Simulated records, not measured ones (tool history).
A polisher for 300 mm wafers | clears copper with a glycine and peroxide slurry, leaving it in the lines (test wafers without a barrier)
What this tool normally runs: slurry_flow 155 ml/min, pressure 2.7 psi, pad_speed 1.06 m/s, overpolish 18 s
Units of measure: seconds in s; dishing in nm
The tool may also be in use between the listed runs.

run   hour  slurry_flow  pressure  pad_speed  overpolish  incoming thickness of the incoming film, nm  seconds  dishing
  1    0.0          155       2.7       1.06          24                                        760.2    154.6     69.5
  2   14.9          155       2.7       1.06          23                                        761.4    155.6     67.6
      37.0  -- worn pad replaced by a new one
  3   46.5          155       2.7       1.06          23                                        759.9    160.0     67.3
      72.5  -- slurry nozzle cleaned
  4   75.2          155       2.7       1.06          23                                        765.6    137.8     73.8
  5   91.3          155       2.7       1.06          18                                        753.7    138.3     62.1
     110.6  -- head pressure recalibrated
  6  119.2          155       2.7       1.06          18                                        748.2    136.5     63.0
  7  149.6          195       2.7       1.06          18                                        771.0    131.3     63.9
  8  165.1          195       2.7       1.06          18                                        755.5    132.8     63.6
  9  198.0          195       2.7       1.06          18                                        762.3    136.2     62.9
 10  211.4          155       2.7       1.06          14                                        750.7    133.5     51.3
 11  232.3          155       2.7       0.92          18                                        760.5    155.2     57.5
 12  251.7          105       2.7       0.70           9                                        752.1    216.4     24.1
 13  271.6          200       2.7       1.06          15                                        762.9    134.8     55.6
     301.4  -- worn pad replaced by a new one
 14  304.1          115       2.7       1.28          18                                        767.2    127.5     63.0
 15  321.6          110       2.7       1.22          18                                        759.5    138.9     60.8
 16  336.5          155       3.0       1.28          18                                        767.8    111.9     69.9
 17  412.8          105       3.5       1.06          18                                        769.4    145.9     61.8
 18  444.5          185       2.9       1.24          25                                        755.6    117.4     83.0
 19  469.3          130       2.7       0.82          18                                        762.9    189.4     48.0
 20  549.2          155       3.1       1.24          14                                        755.4    116.7     56.7
     564.4  -- worn pad replaced by a new one, of another model than before
 21  601.1          155       2.7       1.22          18                                        752.4    132.8     62.2
     622.1  -- slurry nozzle cleaned
 22  635.5          120       3.5       0.70          22                                        760.2    156.7     65.4
 23  667.6          180       3.0       0.88          10                                        771.2    142.7     37.8
 24  701.2          180       3.0       0.88          10                                        770.1    141.2     37.9
 25  752.5          155       2.7       1.06          18                                        758.3    140.6     60.5
 26  786.2          180       2.7       1.06          18                                        766.0    135.6     62.5
     809.7  -- worn pad replaced by a new one
 27  814.6          155       2.7       1.06          11                                        760.4    140.4     42.7
 28  842.4          200       3.2       0.74           9                                        762.5    150.6     32.4
 29  865.8          170       2.1       1.34          12                                        768.4    131.5     45.7
 30  886.9          195       3.3       0.84          13                                        748.3    137.5     47.4
 31  912.6          155       2.3       1.06          18                                        757.7    149.8     57.9
 32  932.2          155       2.7       1.06          18                                        762.9    142.0     59.8
 33  945.8          155       2.7       1.06          18                                        753.7    138.0     60.4

Forecast each of these 5 alternatives for the next run:
  A  946.3          155       2.7       1.06          10                                        761.5        ?        ?
  B  946.3          155       2.7       0.82          18                                        761.5        ?        ?
  C  946.3          135       2.1       1.18          18                                        761.5        ?        ?
  D  946.3          155       2.7       1.06          15                                        761.5        ?        ?
  E  946.3          155       2.2       1.06          18                                        761.5        ?        ?

run  seconds  dishing
  A    139.4     38.0
  B    161.4     54.7
  C    149.4     57.0
  D    139.4     52.9
  E    152.3     56.4
What these runs would have given with no unlogged condition in the tool:
run  seconds  dishing
  A    133.1     39.5
  B    154.1     56.6
  C    141.9     59.2
  D    133.1     54.8
  E    145.4     58.4

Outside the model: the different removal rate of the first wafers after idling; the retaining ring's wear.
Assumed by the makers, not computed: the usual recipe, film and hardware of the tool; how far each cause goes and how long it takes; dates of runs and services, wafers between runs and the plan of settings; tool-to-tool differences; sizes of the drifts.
